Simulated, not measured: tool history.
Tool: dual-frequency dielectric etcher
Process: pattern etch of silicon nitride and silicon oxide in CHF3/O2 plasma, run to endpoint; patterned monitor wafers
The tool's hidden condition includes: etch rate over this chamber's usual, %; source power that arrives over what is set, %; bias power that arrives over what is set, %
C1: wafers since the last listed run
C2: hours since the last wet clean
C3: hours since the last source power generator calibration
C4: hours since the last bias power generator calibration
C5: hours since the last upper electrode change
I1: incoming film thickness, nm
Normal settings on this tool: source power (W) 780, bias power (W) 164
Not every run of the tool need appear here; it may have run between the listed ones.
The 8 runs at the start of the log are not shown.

{"run": 9, "hour": 464.3, "source power (W)": 780, "bias power (W)": 164, "C1": 355, "C2": 125.4, "C3": 235.8, "C4": 2942.3, "C5": 390.9, "I1": 247, "endpoint time (s)": 149.7}
{"run": 10, "hour": 501.5, "source power (W)": 780, "bias power (W)": 164, "C1": 260, "C2": 162.6, "C3": 273, "C4": 2979.5, "C5": 428.1, "I1": 249, "endpoint time (s)": 151.8}
{"run": 11, "hour": 595.3, "source power (W)": 780, "bias power (W)": 164, "C1": 656, "C2": 256.4, "C3": 366.8, "C4": 3073.3, "C5": 521.9, "I1": 245.8, "endpoint time (s)": 151.2}
{"hour": 647.6, "done": "bias power generator calibrated"}
{"run": 12, "hour": 655.4, "source power (W)": 780, "bias power (W)": 164, "C1": 392, "C2": 316.5, "C3": 426.9, "C4": 7.8, "C5": 582, "I1": 247.8, "endpoint time (s)": 149.8}
{"run": 13, "hour": 751.7, "source power (W)": 620, "bias power (W)": 145, "C1": 673, "C2": 412.8, "C3": 523.2, "C4": 104.1, "C5": 678.3, "I1": 245.8, "endpoint time (s)": 165.7}
{"run": 14, "hour": 828.4, "source power (W)": 780, "bias power (W)": 164, "C1": 536, "C2": 489.5, "C3": 599.9, "C4": 180.8, "C5": 755, "I1": 246.9, "endpoint time (s)": 151}
{"run": 15, "hour": 910.6, "source power (W)": 710, "bias power (W)": 182, "C1": 575, "C2": 571.7, "C3": 682.1, "C4": 263, "C5": 837.2, "I1": 246.7, "endpoint time (s)": 152.7}
{"run": 16, "hour": 1010.2, "source power (W)": 780, "bias power (W)": 132, "C1": 697, "C2": 671.3, "C3": 781.7, "C4": 362.6, "C5": 936.8, "I1": 244, "endpoint time (s)": 159.1}
{"run": 17, "hour": 1060.6, "source power (W)": 690, "bias power (W)": 164, "C1": 352, "C2": 721.7, "C3": 832.1, "C4": 413, "C5": 987.2, "I1": 246.7, "endpoint time (s)": 159.2}
{"hour": 1132.9, "done": "wet clean of the chamber"}
{"run": 18, "hour": 1134.3, "source power (W)": 780, "bias power (W)": 164, "C1": 347, "C2": 1.4, "C3": 905.8, "C4": 486.7, "C5": 1060.9, "I1": 246.2, "endpoint time (s)": 146.2}
{"run": 19, "hour": 1235.6, "source power (W)": 950, "bias power (W)": 164, "C1": 708, "C2": 102.7, "C3": 1007.1, "C4": 588, "C5": 1162.2, "I1": 245.3, "endpoint time (s)": 137.3}
{"run": 20, "hour": 1308.4, "source power (W)": 710, "bias power (W)": 164, "C1": 509, "C2": 175.5, "C3": 1079.9, "C4": 660.8, "C5": 1235, "I1": 245.9, "endpoint time (s)": 152.6}
{"run": 21, "hour": 1360.6, "source power (W)": 660, "bias power (W)": 127, "C1": 365, "C2": 227.7, "C3": 1132.1, "C4": 713, "C5": 1287.2, "I1": 248.8, "endpoint time (s)": 167.8}
{"run": 22, "hour": 1426.6, "source power (W)": 980, "bias power (W)": 164, "C1": 461, "C2": 293.7, "C3": 1198.1, "C4": 779, "C5": 1353.2, "I1": 246.9, "endpoint time (s)": 138.4}

Run 23, settings as shown, results not yet in. Your forecast:
{"run": 23, "hour": 1490.4, "source power (W)": 840, "bias power (W)": 203, "C1": 446, "C2": 357.5, "C3": 1261.9, "C4": 842.8, "C5": 1417, "I1": 247.1, "endpoint time (s)": "?"}

endpoint time (s): 139.9
Were there no unlogged condition in the tool, this run, its random variation unchanged, would have produced endpoint time (s) 137.3.

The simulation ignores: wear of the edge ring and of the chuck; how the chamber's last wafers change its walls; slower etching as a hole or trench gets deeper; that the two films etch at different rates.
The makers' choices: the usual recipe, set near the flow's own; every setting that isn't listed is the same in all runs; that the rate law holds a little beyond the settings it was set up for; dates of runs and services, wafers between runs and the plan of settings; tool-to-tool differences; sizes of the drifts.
